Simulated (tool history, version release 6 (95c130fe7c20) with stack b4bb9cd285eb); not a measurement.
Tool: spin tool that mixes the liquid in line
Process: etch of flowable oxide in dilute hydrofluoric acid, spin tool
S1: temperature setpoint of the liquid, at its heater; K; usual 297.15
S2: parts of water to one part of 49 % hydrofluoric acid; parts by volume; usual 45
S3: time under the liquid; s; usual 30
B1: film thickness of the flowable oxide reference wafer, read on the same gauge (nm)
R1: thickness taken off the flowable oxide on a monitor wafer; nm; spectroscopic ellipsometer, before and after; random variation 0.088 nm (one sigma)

Run 1, hour 0.0: usual settings; B1 40.00. Result: R1 25.34 nm.
Run 2, hour 9.0: usual settings; B1 40.00. Result: R1 25.41 nm.
Run 3, hour 16.7: usual settings; B1 39.99. Result: R1 25.52 nm.
Run 4, hour 48.0: usual settings; B1 40.00. Result: R1 25.28 nm.
Run 5, hour 54.5: usual settings but S2 35 parts by volume; B1 40.03. Result: R1 32.97 nm.
Run 6, hour 65.0: usual settings; B1 40.00. Result: R1 25.08 nm.
Run 7, hour 74.2: usual settings; B1 39.99. Result: R1 25.20 nm.
Run 8, hour 91.0: usual settings but S1 300.15 K, S3 45 s; B1 40.00. Result: R1 42.50 nm.
Run 9, hour 97.4: usual settings but S1 300.15 K, S3 45 s; B1 40.00. Result: R1 42.49 nm.
Run 10, hour 114.0: usual settings; B1 40.00. Result: R1 25.15 nm.
Run 11, hour 121.5: usual settings; B1 40.01. Result: R1 25.11 nm.
Run 12, hour 136.6: usual settings; B1 40.02. Result: R1 25.08 nm.
At hour 166.1: gauge calibrated.
Run 13, hour 183.4: usual settings but S1 294.65 K, S3 35 s; B1 40.02. Result: R1 26.27 nm.
Run 14, hour 193.0: usual settings but S1 294.15 K, S2 30 parts by volume; B1 40.00. Result: R1 33.82 nm.
Run 15, hour 202.5: usual settings but S1 300.15 K, S3 45 s; B1 40.00. Result: R1 42.16 nm.
At hour 213.9: thermometer replaced.
Run 16, hour 214.6: usual settings but S1 295.15 K, S2 55 parts by volume, S3 40 s; B1 39.99. Result: R1 22.29 nm.
Run 17, hour 223.4: usual settings; B1 40.00. Result: R1 22.39 nm.
Run 18, hour 229.8: usual settings; B1 39.98. Result: R1 22.46 nm.
At hour 238.6: hydrofluoric acid flow meter replaced.
Run 19, hour 241.2: usual settings; B1 40.01. Result: R1 25.33 nm.
Run 20, hour 254.0: usual settings but S2 50 parts by volume; B1 40.01. Result: R1 22.50 nm.
Run 21, hour 264.8: usual settings but S1 292.65 K, S2 35 parts by volume, S3 35 s; B1 40.02. Result: R1 31.57 nm.
Run 22, hour 278.7: usual settings but S3 35 s; B1 39.99. Result: R1 29.47 nm.
Run 23, hour 288.0: usual settings but S2 35 parts by volume, S3 50 s; B1 39.97. Result: R1 54.69 nm.
Run 24, hour 303.7: usual settings but S1 295.15 K, S3 40 s; B1 39.99. Result: R1 30.95 nm.
Run 25, hour 320.4: usual settings but S1 300.15 K, S2 35 parts by volume, S3 15 s; B1 39.99. Result: R1 18.59 nm.

Forecast each of these 4 alternatives for the next run:
Run A, hour 320.8: usual settings but S3 40 s; B1 ?. Result: R1 ?.
Run B, hour 320.8: usual settings but S2 55 parts by volume, S3 15 s; B1 ?. Result: R1 ?.
Run C, hour 320.8: usual settings but S1 294.65 K, S2 40 parts by volume, S3 45 s; B1 ?. Result: R1 ?.
Run D, hour 320.8: usual settings but S2 30 parts by volume, S3 20 s; B1 ?. Result: R1 ?.

run     B1     R1
  A  40.01  33.39
  B  40.01  10.10
  C  40.01  38.33
  D  40.01  25.56
Without the tool's hidden state the same runs would have given:
run     R1
  A  33.40
  B  10.11
  C  38.32
  D  25.56
